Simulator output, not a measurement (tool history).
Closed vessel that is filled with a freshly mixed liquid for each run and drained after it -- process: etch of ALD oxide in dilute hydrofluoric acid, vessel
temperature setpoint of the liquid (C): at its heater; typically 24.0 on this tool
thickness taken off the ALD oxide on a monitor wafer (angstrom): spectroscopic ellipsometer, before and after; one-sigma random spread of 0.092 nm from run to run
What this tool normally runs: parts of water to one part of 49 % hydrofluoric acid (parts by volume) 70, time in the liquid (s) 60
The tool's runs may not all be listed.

run	day	temperature setpoint of the liquid (C)	parts of water to one part of 49 % hydrofluoric acid (parts by volume)	time in the liquid (s)	read-back film thickness of the ALD oxide reference wafer, read on the same gauge (nm)	thickness taken off the ALD oxide on a monitor wafer (angstrom)
1	0.000	24.0	70	60	110.04	300.8
2	2.217	24.0	70	60	109.99	299.5
3	3.342	24.0	70	60	109.98	299.5
4	4.746	26.0	70	60	110.02	323.8
5	5.758	26.0	70	60	109.99	324.1
6	8.292	26.0	70	60	109.98	325.1
7	10.008	24.0	70	60	109.98	298.7
8	12.496	24.0	70	60	110.01	299.8
# day 12.800: thermometer replaced
9	14.908	24.0	70	60	110.00	307.4
10	16.412	24.0	65	60	109.98	332.6
11	17.696	24.0	65	60	109.99	329.7
12	19.721	24.0	65	60	110.00	331.3
13	22.342	24.0	70	50	110.00	254.6
14	24.896	21.5	70	35	110.01	160.8
15	26.829	24.0	70	60	109.98	306.5
16	29.538	26.0	80	95	109.98	455.4
# day 30.558: thermometer replaced, repeated, since the last time left the tool worse
17	36.604	25.5	55	45	110.00	305.0
18	39.358	26.0	40	80	110.00	777.6
19	42.096	24.0	90	35	110.00	129.9
20	43.321	28.5	50	85	109.99	716.0
# day 43.617: gauge calibrated
21	44.638	24.0	70	60	110.00	293.2
22	46.642	24.0	70	60	110.02	293.8
23	49.467	24.0	70	60	109.97	293.3
# day 52.179: hydrofluoric acid flow meter replaced
24	52.817	19.0	90	60	109.99	182.4
25	54.283	24.0	70	60	109.97	294.0
26	55.962	21.0	80	85	109.98	318.7
27	57.471	24.0	70	70	110.00	346.1
28	59.229	24.0	70	85	110.00	417.0
29	60.421	24.0	70	60	109.97	294.5
30	62.608	27.0	70	80	110.02	443.2
31	65.188	24.0	100	80	109.99	264.7
32	66.746	24.0	105	60	110.04	188.6
33	68.571	24.0	70	75	109.99	370.3
34	69.592	24.0	70	80	110.01	394.6
35	72.492	24.0	70	60	110.00	295.0

Below, each run's measurement less what the same run would have read without the hidden state. Both values contain the same run-to-run variation, but the gauge's scatter may not be the same in both:
Hidden state present: liquid hotter than its thermometer reads (K); hydrofluoric acid flow above the setpoint (%); gauge reads high (%).
run	thickness taken off the ALD oxide on a monitor wafer (angstrom)
1	+6.6
2	+6.7
3	+6.8
4	+7.2
5	+7.4
6	+7.6
7	+7.2
8	+7.3
9	+13.5
10	+14.8
11	+14.6
12	+14.8
13	+11.5
14	+7.5
15	+14.1
16	+20.6
17	+1.1
18	+3.2
19	+0.5
20	+3.4
21	+1.5
22	+1.7
23	+1.8
24	+1.3
25	+2.1
26	+2.4
27	+2.6
28	+3.3
29	+2.4
30	+3.6
31	+2.4
32	+1.7
33	+3.6
34	+3.9
35	+3.1
